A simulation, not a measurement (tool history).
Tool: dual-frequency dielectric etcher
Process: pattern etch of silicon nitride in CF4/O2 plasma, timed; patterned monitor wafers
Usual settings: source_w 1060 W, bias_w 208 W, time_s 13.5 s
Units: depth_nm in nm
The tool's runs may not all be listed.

| run | hour | source_w | bias_w | time_s | read-back reference wafer on the same gauge, depth_nm | depth_nm |
|---|---|---|---|---|---|---|
| 1 | 0.0 | 1060 | 208 | 13.5 | 69.2 | 58.0 |
| 2 | 61.4 | 1060 | 208 | 13.5 | 68.9 | 56.6 |
| 3 | 114.7 | 1240 | 208 | 13.5 | 69.0 | 65.6 |
| 4 | 166.6 | 1240 | 208 | 13.5 | 69.3 | 64.9 |
| 5 | 206.0 | 1060 | 225 | 13.5 | 69.1 | 58.2 |
| 6 | 244.8 | 990 | 208 | 13.5 | 69.1 | 54.2 |
| 7 | 289.3 | 1150 | 194 | 13.5 | 69.2 | 60.5 |
| 8 | 331.7 | 1060 | 208 | 13.5 | 69.3 | 57.9 |
| 9 | 399.7 | 1060 | 208 | 13.5 | 69.4 | 57.3 |
| 10 | 455.7 | 1060 | 208 | 13.5 | 69.0 | 57.2 |
| 11 | 497.4 | 840 | 208 | 13.5 | 69.1 | 46.7 |
| 12 | 536.7 | 1060 | 208 | 11.5 | 69.2 | 49.0 |
| 13 | 592.2 | 1060 | 208 | 13.5 | 69.2 | 59.6 |
| 14 | 621.9 | 1060 | 208 | 13.5 | 69.3 | 60.1 |
| 15 | 663.9 | 1060 | 257 | 10.5 | 68.9 | 50.0 |
| 16 | 720.4 | 950 | 242 | 16.5 | 69.2 | 70.1 |
| 17 | 790.7 | 1060 | 223 | 16.0 | 69.2 | 72.5 |
| 18 | 866.4 | 1060 | 208 | 17.0 | 69.0 | 75.1 |
| 19 | 886.5 | 1060 | 208 | 12.0 | 69.1 | 53.0 |
| 20 | 923.3 | 900 | 208 | 17.5 | 69.0 | 67.7 |
| 21 | 997.1 | 1170 | 245 | 13.5 | 69.2 | 68.6 |
| 22 | 1063.3 | 1290 | 160 | 13.5 | 69.3 | 65.3 |
| 23 | 1130.2 | 1060 | 208 | 13.5 | 69.3 | 59.5 |
| 24 | 1187.8 | 990 | 208 | 13.5 | 69.2 | 56.4 |
| 25 | 1217.3 | 1170 | 208 | 13.5 | 69.3 | 64.9 |
| 26 | 1268.3 | 890 | 170 | 13.5 | 69.2 | 48.6 |
| 27 | 1307.6 | 1060 | 223 | 13.5 | 69.0 | 61.2 |
| 28 | 1333.6 | 1130 | 208 | 15.0 | 69.2 | 70.0 |
| 29 | 1446.9 | 970 | 163 | 9.5 | 69.0 | 36.2 |
| 30 | 1492.4 | 930 | 223 | 16.0 | 69.2 | 65.0 |

Taken out of this log: 7 entries between the listed runs. Where each belongs, and how the hidden state differs across it:
Between runs 7 and 8: wet clean of the chamber (hour 331.2)
  source power that arrives over what is set, %: -4.29 -> -4.36
  measured less the result without the state, depth_nm: -2.2 -> -2.2 nm
Between runs 10 and 11: upper electrode replaced (hour 496.9)
  source power that arrives over what is set, %: -4.57 -> -4.65
  measured less the result without the state, depth_nm: -2.2 -> -1.9 nm
Between runs 11 and 12: gauge calibrated (hour 532.7)
  source power that arrives over what is set, %: -4.65 -> -4.72
  measured less the result without the state, depth_nm: -1.9 -> -2.0 nm
Between runs 12 and 13: source power generator calibrated (hour 550.0)
  source power that arrives over what is set, %: -4.72 -> 0.617
  measured less the result without the state, depth_nm: -2.0 -> +0.3 nm
Between runs 14 and 15: bias power generator calibrated (hour 642.1)
  source power that arrives over what is set, %: 0.616 -> 0.615
  measured less the result without the state, depth_nm: +0.3 -> +0.3 nm
Between runs 17 and 18: wet clean of the chamber (hour 865.9)
  source power that arrives over what is set, %: 0.606 -> 0.597
  measured less the result without the state, depth_nm: +0.3 -> +0.4 nm
Between runs 28 and 29: wet clean of the chamber (hour 1362.9)
  source power that arrives over what is set, %: 0.493 -> 0.455
  measured less the result without the state, depth_nm: +0.3 -> +0.2 nm
